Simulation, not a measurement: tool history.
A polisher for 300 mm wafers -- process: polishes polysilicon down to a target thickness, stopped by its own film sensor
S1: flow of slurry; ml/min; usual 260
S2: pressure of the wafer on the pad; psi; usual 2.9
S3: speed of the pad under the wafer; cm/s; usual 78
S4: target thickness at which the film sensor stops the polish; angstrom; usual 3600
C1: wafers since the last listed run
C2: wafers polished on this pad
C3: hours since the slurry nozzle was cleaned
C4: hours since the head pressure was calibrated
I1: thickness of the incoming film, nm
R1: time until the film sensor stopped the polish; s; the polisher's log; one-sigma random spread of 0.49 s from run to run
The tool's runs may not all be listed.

run    hour   S1   S2   S3    S4   C1    C2     C3      C4     I1    R1
  1       0  260  2.9   92  3600    0   131   89.2   591.5    710  55.3
  2    62.2  260  2.9   84  3600  535   667  151.4   653.7  703.1    58
  3   114.2  260  2.9   84  3600  448  1115  203.4   705.7  709.4  59.9
  4   158.2  260  2.9   78  3260  379  1494  247.4   749.7  703.1  67.5
  5   187.7  260  2.9   78  3260  254  1749  276.9   779.2  705.3  68.7
  6   248.8  260  2.9   78  3260  526  2275    338   840.3  693.5  66.4
  7   294.5  260  2.9   78  3600  393  2669  383.7     886  706.2  62.6
  8   343.1  260  2.9   78  3600  418  3088  432.3   934.6  699.5    62
      399.2  -- worn pad replaced by a new one
      411.3  -- slurry nozzle cleaned
  9   411.8  260  2.9   78  3600  548   100    0.5  1003.3  701.4  62.6
 10   440.8  260  2.9   78  2980  249   350   29.5  1032.3  689.4  72.8
 11   482.2  260  2.9   78  2980  356   706   70.9  1073.7    696  73.6
 12   518.9  260  2.9   78  2980  316  1023  107.6  1110.4  701.5  74.5
 13     564  260  2.9   84  3600  388  1411  152.7  1155.5  704.9    61
 14     626  260  2.9   78  3600  534  1945  214.7  1217.5  697.3  63.1
 15   676.6  260  2.9   78  3600  435  2381  265.3  1268.1  698.8  63.9
 16   719.7  260  2.9   66  4720  371  2753  308.4  1311.2  703.5  49.6
 17   768.2  175  2.1   90  4220  417  3171  356.9  1359.7  696.3  66.5
 18   835.2  260  3.5   78  2770  577  3748  423.9  1426.7  696.6  66.6
 19   871.3  235  2.9  106  3600  311  4059    460  1462.8  710.2  52.9
      930.7  -- worn pad replaced by a new one
 20     936  260  2.9   78  3600  523    45  524.7  1527.5  714.2  67.3
 21   994.1  220  2.9   94  3600  500   546  582.8  1585.6  696.2  56.7
     1012.5  -- head pressure recalibrated
 22  1028.6  260  2.9   78  3600  280   826  617.3    16.1  697.1  57.2
 23  1054.4  335  2.6   88  3600  222  1048  643.1    41.9  701.7  57.8
     1064.3  -- slurry nozzle cleaned
 24  1104.7  260  2.2   78  3600  424  1473   40.4    92.2  713.7  79.7
 25  1168.3  260  2.9   78  2980  548  2021    104   155.8  713.9  71.3
 26  1203.5  260  3.3   78  2450  303  2324  139.2     191    690  68.2
 27  1236.8  260    2   78  3600  286  2611  172.5   224.3  699.4  85.9
 28  1301.2  215  2.9   68  3600  554  3166  236.9   288.7    699    66
 29  1351.6  260  2.9   62  4370  434  3600  287.3   339.1  703.8  56.2
     1372.1  -- worn pad replaced by a new one
 30  1389.3  210  2.9   78  3600  290   148    325   376.8  709.8  63.2
 31  1427.1  215  2.6   62  3600  325   474  362.8   414.6  686.3  76.3
 32    1484  260  2.9   68  3600  490   964  419.7   471.5  702.8  66.7
 33  1553.2  220  2.3   56  4030  596  1560  488.9   540.7  688.6  83.8
 34    1621  260  2.1   78  4250  584  2144  556.7   608.5    705  68.7
     1662.2  -- slurry nozzle cleaned
 35    1666  260  3.7   78  2610  379  2523    3.8   653.5  692.6  60.7
 36  1692.2  260  3.7   78  4580  225  2749     30   679.7  705.8  35.2

Predict the results of run 37:
 37  1739.6  260  2.9  86  4090  408  3158  77.4  727.1  711.2   ?

R1: 50.6 s
Were there no unlogged condition in the tool, this run, its random variation unchanged, would have produced R1 47.6 s.
